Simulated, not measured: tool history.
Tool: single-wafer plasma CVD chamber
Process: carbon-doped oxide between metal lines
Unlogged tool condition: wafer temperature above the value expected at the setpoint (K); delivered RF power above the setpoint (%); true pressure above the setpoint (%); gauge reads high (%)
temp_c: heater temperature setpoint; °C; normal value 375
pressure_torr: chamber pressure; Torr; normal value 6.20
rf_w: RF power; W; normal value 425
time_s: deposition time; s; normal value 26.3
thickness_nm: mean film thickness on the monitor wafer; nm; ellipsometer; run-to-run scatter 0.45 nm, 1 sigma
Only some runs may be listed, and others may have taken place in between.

run   hour  temp_c  pressure_torr  rf_w  time_s  wafers since the last listed run  hours since the last thermocouple change  hours since the last RF generator calibration  hours since the last manometer calibration  hours since the showerhead was replaced  hours since the gauge calibration  read-back reference wafer on the same gauge, thickness_nm  thickness_nm
  1    0.0     375           6.20   425    26.3                                 0                                    1383.4                                            6.7                                      1590.5                                   8251.8                             1084.7                                                    113.025       108.012
      24.2  -- showerhead replaced
  2   24.7     375           6.20   425    23.6                               465                                    1408.1                                           31.4                                      1615.2                                      0.5                             1109.4                                                    112.961        96.686
      44.6  -- thermocouple changed; heater temperature recalibrated
  3   48.0     375           6.20   425    23.6                               426                                       3.4                                           54.7                                      1638.5                                     23.8                             1132.7                                                    112.948        97.999
  4   72.9     375           6.20   425    23.6                               694                                      28.3                                           79.6                                      1663.4                                     48.7                             1157.6                                                    113.017        98.068
  5   98.1     382           5.49   425    26.3                               702                                      53.5                                          104.8                                      1688.6                                     73.9                             1182.8                                                    113.033       105.812
  6  117.7     382           5.49   425    26.3                               546                                      73.1                                          124.4                                      1708.2                                     93.5                             1202.4                                                    112.953       106.219
     139.2  -- gauge calibrated
  7  148.0     375           6.20   425    26.3                               845                                     103.4                                          154.7                                      1738.5                                    123.8                                8.8                                                    112.921       108.766
     167.9  -- RF generator calibrated, repeated, since the last time left the tool worse
  8  177.9     375           6.20   425    26.3                               610                                     133.3                                           10.0                                      1768.4                                    153.7                               38.7                                                    113.030       119.173
  9  207.2     375           5.71   425    24.5                               817                                     162.6                                           39.3                                      1797.7                                    183.0                               68.0                                                    113.015       110.200
 10  226.6     361           4.76   360    28.1                               541                                     182.0                                           58.7                                      1817.1                                    202.4                               87.4                                                    112.947       110.045
 11  244.7     383           6.20   455    26.3                               504                                     200.1                                           76.8                                      1835.2                                    220.5                              105.5                                                    113.053       123.984
     270.0  -- capacitance manometer re-zeroed and calibrated
 12  270.5     388           5.15   360    23.6                               496                                     225.9                                          102.6                                         0.5                                    246.3                              131.3                                                    113.007        88.231
 13  278.7     375           5.71   425    24.5                               228                                     234.1                                          110.8                                         8.7                                    254.5                              139.5                                                    113.080       109.936
 14  294.8     366           5.49   450    30.3                               449                                     250.2                                          126.9                                        24.8                                    270.6                              155.6                                                    112.923       145.160
 15  310.8     375           7.68   390    26.3                               446                                     266.2                                          142.9                                        40.8                                    286.6                              171.6                                                    113.007       112.044
 16  325.2     388           6.20   425    28.7                               401                                     280.6                                          157.3                                        55.2                                    301.0                              186.0                                                    112.948       126.410
 17  348.5     384           6.20   425    22.5                               649                                     303.9                                          180.6                                        78.5                                    324.3                              209.3                                                    112.979       100.568
 18  376.8     384           7.70   490    22.5                               789                                     332.2                                          208.9                                       106.8                                    352.6                              237.6                                                    113.035       113.670
 19  397.8     375           6.20   425    26.3                               585                                     353.2                                          229.9                                       127.8                                    373.6                              258.6                                                    113.013       119.000
 20  504.1     366           7.23   360    21.3                              2964                                     459.5                                          336.2                                       234.1                                    479.9                              364.9                                                    112.932        85.573
 21  530.6     375           6.20   425    26.3                               739                                     486.0                                          362.7                                       260.6                                    506.4                              391.4                                                    113.120       118.956
 22  549.7     375           6.20   425    26.3                               532                                     505.1                                          381.8                                       279.7                                    525.5                              410.5                                                    113.013       118.009
 23  581.0     371           6.70   460    30.5                               872                                     536.4                                          413.1                                       311.0                                    556.8                              441.8                                                    113.004       148.694
 24  606.9     375           6.20   485    26.3                               722                                     562.3                                          439.0                                       336.9                                    582.7                              467.7                                                    112.993       131.362
 25  632.9     385           6.80   485    31.5                               725                                     588.3                                          465.0                                       362.9                                    608.7                              493.7                                                    112.979       154.508
 26  667.4     371           6.20   425    26.3                               962                                     622.8                                          499.5                                       397.4                                    643.2                              528.2                                                    112.989       117.974
 27  686.9     370           6.20   425    26.3                               543                                     642.3                                          519.0                                       416.9                                    662.7                              547.7                                                    112.998       119.638
 28  717.7     375           7.29   425    26.3                               859                                     673.1                                          549.8                                       447.7                                    693.5                              578.5                                                    112.988       118.686

Run by run, hidden condition taken away, random variation retained:
run  thickness_nm
  1       118.866
  2       106.405
  3       107.857
  4       107.945
  5       116.484
  6       116.950
  7       119.784
  8       119.561
  9       110.563
 10       110.427
 11       124.350
 12        88.555
 13       110.330
 14       145.694
 15       112.486
 16       126.904
 17       100.982
 18       114.101
 19       119.553
 20        86.129
 21       119.758
 22       118.850
 23       149.694
 24       132.312
 25       155.709
 26       119.141
 27       120.885
 28       120.028
